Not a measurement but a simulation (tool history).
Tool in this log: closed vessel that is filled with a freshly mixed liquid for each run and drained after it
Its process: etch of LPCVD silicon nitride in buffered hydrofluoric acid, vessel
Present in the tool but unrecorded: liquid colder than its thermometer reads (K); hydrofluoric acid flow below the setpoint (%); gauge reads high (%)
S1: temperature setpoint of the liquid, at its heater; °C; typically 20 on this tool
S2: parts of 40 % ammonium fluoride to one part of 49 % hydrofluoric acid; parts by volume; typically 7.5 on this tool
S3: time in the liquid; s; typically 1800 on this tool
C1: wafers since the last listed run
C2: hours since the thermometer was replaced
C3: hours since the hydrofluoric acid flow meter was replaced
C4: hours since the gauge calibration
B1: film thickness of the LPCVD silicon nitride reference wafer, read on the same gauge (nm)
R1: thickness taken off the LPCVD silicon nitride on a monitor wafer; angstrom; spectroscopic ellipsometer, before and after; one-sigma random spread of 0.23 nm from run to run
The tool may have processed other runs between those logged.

run 1 hour=0 | S1=20 S2=7.5 S3=1800 | C1=0 C2=1846.5 C3=2617.6 C4=421.7 | B1=30.01 | R1=205.9
run 2 hour=29.9 | S1=20 S2=7.5 S3=1800 | C1=1653 C2=1876.4 C3=2647.5 C4=451.6 | B1=30.02 | R1=202.2
run 3 hour=44.6 | S1=20 S2=7.5 S3=1800 | C1=812 C2=1891.1 C3=2662.2 C4=466.3 | B1=30.01 | R1=202.1
run 4 hour=66.4 | S1=20 S2=7.5 S3=1800 | C1=1205 C2=1912.9 C3=2684 C4=488.1 | B1=29.99 | R1=206.5
run 5 hour=89.8 | S1=20 S2=7.5 S3=1800 | C1=1293 C2=1936.3 C3=2707.4 C4=511.5 | B1=29.98 | R1=203.9
run 6 hour=125.2 | S1=23 S2=7.5 S3=1800 | C1=1957 C2=1971.7 C3=2742.8 C4=546.9 | B1=30.01 | R1=240.8
run 7 hour=138.4 | S1=20 S2=7.5 S3=2575 | C1=729 C2=1984.9 C3=2756 C4=560.1 | B1=30 | R1=290.4
run 8 hour=154.8 | S1=20 S2=7.5 S3=2575 | C1=906 C2=2001.3 C3=2772.4 C4=576.5 | B1=29.99 | R1=292
-- hour=159.9 hydrofluoric acid flow meter replaced
run 9 hour=178.3 | S1=20 S2=7.5 S3=1800 | C1=1244 C2=2024.8 C3=18.4 C4=600 | B1=29.99 | R1=231.7
run 10 hour=193.6 | S1=20 S2=7.5 S3=1800 | C1=845 C2=2040.1 C3=33.7 C4=615.3 | B1=30.01 | R1=234.6
run 11 hour=219.6 | S1=20 S2=7.5 S3=1800 | C1=1437 C2=2066.1 C3=59.7 C4=641.3 | B1=30.01 | R1=229.8
run 12 hour=253.3 | S1=21.5 S2=6 S3=1800 | C1=1863 C2=2099.8 C3=93.4 C4=675 | B1=29.97 | R1=311.9
run 13 hour=289.1 | S1=22.5 S2=7.5 S3=1800 | C1=1979 C2=2135.6 C3=129.2 C4=710.8 | B1=30 | R1=266.1
run 14 hour=319.9 | S1=22.5 S2=7.5 S3=1800 | C1=1702 C2=2166.4 C3=160 C4=741.6 | B1=30.01 | R1=265.7
run 15 hour=348 | S1=20 S2=7.5 S3=1800 | C1=1553 C2=2194.5 C3=188.1 C4=769.7 | B1=30.02 | R1=232.3
run 16 hour=371.5 | S1=17 S2=7.5 S3=1085 | C1=1299 C2=2218 C3=211.6 C4=793.2 | B1=29.99 | R1=118
run 17 hour=387 | S1=20 S2=9 S3=1800 | C1=857 C2=2233.5 C3=227.1 C4=808.7 | B1=30.03 | R1=193.1
run 18 hour=420.5 | S1=21.5 S2=9.5 S3=1800 | C1=1852 C2=2267 C3=260.6 C4=842.2 | B1=30.04 | R1=203.9
run 19 hour=444.3 | S1=20 S2=7.5 S3=1800 | C1=1315 C2=2290.8 C3=284.4 C4=866 | B1=29.99 | R1=224.1
run 20 hour=463.1 | S1=23.5 S2=10 S3=1240 | C1=1039 C2=2309.6 C3=303.2 C4=884.8 | B1=29.99 | R1=147.6
run 21 hour=482.1 | S1=25 S2=7.5 S3=1800 | C1=1050 C2=2328.6 C3=322.2 C4=903.8 | B1=30.01 | R1=298.5
run 22 hour=508.6 | S1=22.5 S2=5.5 S3=1800 | C1=1465 C2=2355.1 C3=348.7 C4=930.3 | B1=30 | R1=351.6
-- hour=528 gauge calibrated
run 23 hour=543.5 | S1=20 S2=7.5 S3=1800 | C1=1929 C2=2390 C3=383.6 C4=15.5 | B1=30 | R1=229.9
run 24 hour=575.9 | S1=20 S2=8.5 S3=1800 | C1=1791 C2=2422.4 C3=416 C4=47.9 | B1=30.01 | R1=198.9
-- hour=578.5 thermometer replaced
run 25 hour=598.4 | S1=18.5 S2=10.5 S3=2250 | C1=1188 C2=19.9 C3=438.5 C4=70.4 | B1=29.99 | R1=195.9
run 26 hour=622.5 | S1=17.5 S2=7.5 S3=860 | C1=1332 C2=44 C3=462.6 C4=94.5 | B1=30.02 | R1=94.1
run 27 hour=641.3 | S1=20 S2=7.5 S3=1800 | C1=1039 C2=62.8 C3=481.4 C4=113.3 | B1=30.02 | R1=225.6
run 28 hour=657.4 | S1=20 S2=7.5 S3=1175 | C1=890 C2=78.9 C3=497.5 C4=129.4 | B1=30.01 | R1=146.8
run 29 hour=732.4 | S1=23.5 S2=6 S3=1165 | C1=4146 C2=153.9 C3=572.5 C4=204.4 | B1=29.97 | R1=217.8
run 30 hour=756.2 | S1=18.5 S2=5.5 S3=2555 | C1=1315 C2=177.7 C3=596.3 C4=228.2 | B1=29.99 | R1=392.7
run 31 hour=768.5 | S1=17 S2=7.5 S3=1085 | C1=680 C2=190 C3=608.6 C4=240.5 | B1=30.02 | R1=114.5
run 32 hour=781.5 | S1=20 S2=5 S3=945 | C1=718 C2=203 C3=621.6 C4=253.5 | B1=29.96 | R1=174.5
run 33 hour=799.9 | S1=24.5 S2=7.5 S3=1800 | C1=1017 C2=221.4 C3=640 C4=271.9 | B1=29.99 | R1=283.6

Each row is a separate what-if for the run after 33, all from the same tool condition, not one after another. Results?
run A hour=801 | S1=20 S2=7.5 S3=1800 | C1=60 C2=222.5 C3=641.1 C4=273 | B1=? | R1=?
run B hour=801 | S1=20 S2=7.5 S3=2415 | C1=60 C2=222.5 C3=641.1 C4=273 | B1=? | R1=?
run C hour=801 | S1=20 S2=6.5 S3=1800 | C1=60 C2=222.5 C3=641.1 C4=273 | B1=? | R1=?

run=A B1=30.01 R1=225.9
run=B B1=30.01 R1=303.1
run=C B1=30.01 R1=262.7
Without the tool's unlogged condition, the same runs would have read:
run=A R1=240
run=B R1=322
run=C R1=275.7
